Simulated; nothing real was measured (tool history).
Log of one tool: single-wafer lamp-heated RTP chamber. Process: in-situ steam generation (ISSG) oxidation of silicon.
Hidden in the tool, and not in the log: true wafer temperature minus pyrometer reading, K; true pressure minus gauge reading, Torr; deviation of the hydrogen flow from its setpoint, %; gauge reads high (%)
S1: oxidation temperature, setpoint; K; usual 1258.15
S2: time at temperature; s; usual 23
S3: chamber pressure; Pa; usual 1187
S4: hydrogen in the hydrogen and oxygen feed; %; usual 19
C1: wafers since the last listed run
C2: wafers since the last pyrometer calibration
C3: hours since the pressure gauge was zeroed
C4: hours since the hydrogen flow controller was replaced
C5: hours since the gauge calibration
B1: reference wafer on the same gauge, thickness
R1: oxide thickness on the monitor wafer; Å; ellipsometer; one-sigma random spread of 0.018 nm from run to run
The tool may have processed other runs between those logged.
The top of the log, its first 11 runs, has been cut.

-- day=5.629 hydrogen flow controller replaced
run 12 day=5.946 | S1=1276.15 S2=23 S3=1187 S4=24 | C1=72 C2=1395 C3=30.2 C4=7.6 C5=172.4 | B1=5.674 | R1=58.49
run 13 day=6.246 | S1=1246.15 S2=15 S3=1187 S4=19 | C1=61 C2=1457 C3=37.4 C4=14.8 C5=179.6 | B1=5.668 | R1=41.45
run 14 day=6.758 | S1=1258.15 S2=21 S3=1280 S4=11 | C1=105 C2=1563 C3=49.7 C4=27.1 C5=191.9 | B1=5.674 | R1=43.69
run 15 day=7.329 | S1=1258.15 S2=23 S3=1187 S4=19 | C1=117 C2=1680 C3=63.4 C4=40.8 C5=205.6 | B1=5.668 | R1=52.00
run 16 day=7.862 | S1=1258.15 S2=18 S3=1093 S4=19 | C1=109 C2=1790 C3=76.2 C4=53.6 C5=218.4 | B1=5.670 | R1=46.67
run 17 day=8.408 | S1=1258.15 S2=18 S3=1093 S4=19 | C1=112 C2=1903 C3=89.3 C4=66.7 C5=231.5 | B1=5.675 | R1=46.45
run 18 day=8.829 | S1=1271.15 S2=31 S3=1307 S4=13 | C1=86 C2=1989 C3=99.4 C4=76.8 C5=241.6 | B1=5.673 | R1=57.94
run 19 day=9.521 | S1=1277.15 S2=23 S3=1187 S4=19 | C1=142 C2=2132 C3=116.0 C4=93.4 C5=258.2 | B1=5.665 | R1=55.97
run 20 day=10.054 | S1=1258.15 S2=17 S3=1293 S4=14 | C1=109 C2=2242 C3=128.8 C4=106.2 C5=271.0 | B1=5.668 | R1=42.07
run 21 day=10.304 | S1=1258.15 S2=23 S3=1067 S4=14 | C1=51 C2=2293 C3=134.8 C4=112.2 C5=277.0 | B1=5.669 | R1=48.98

Expected results for the next run?
run 22 day=10.746 | S1=1258.15 S2=23 S3=1187 S4=19 | C1=91 C2=2384 C3=145.4 C4=122.8 C5=287.6 | B1=? | R1=?

B1: 5.669
R1: 51.89 Å
Were there no unlogged condition in the tool, this run, its random variation unchanged, would have produced R1 51.89 Å.

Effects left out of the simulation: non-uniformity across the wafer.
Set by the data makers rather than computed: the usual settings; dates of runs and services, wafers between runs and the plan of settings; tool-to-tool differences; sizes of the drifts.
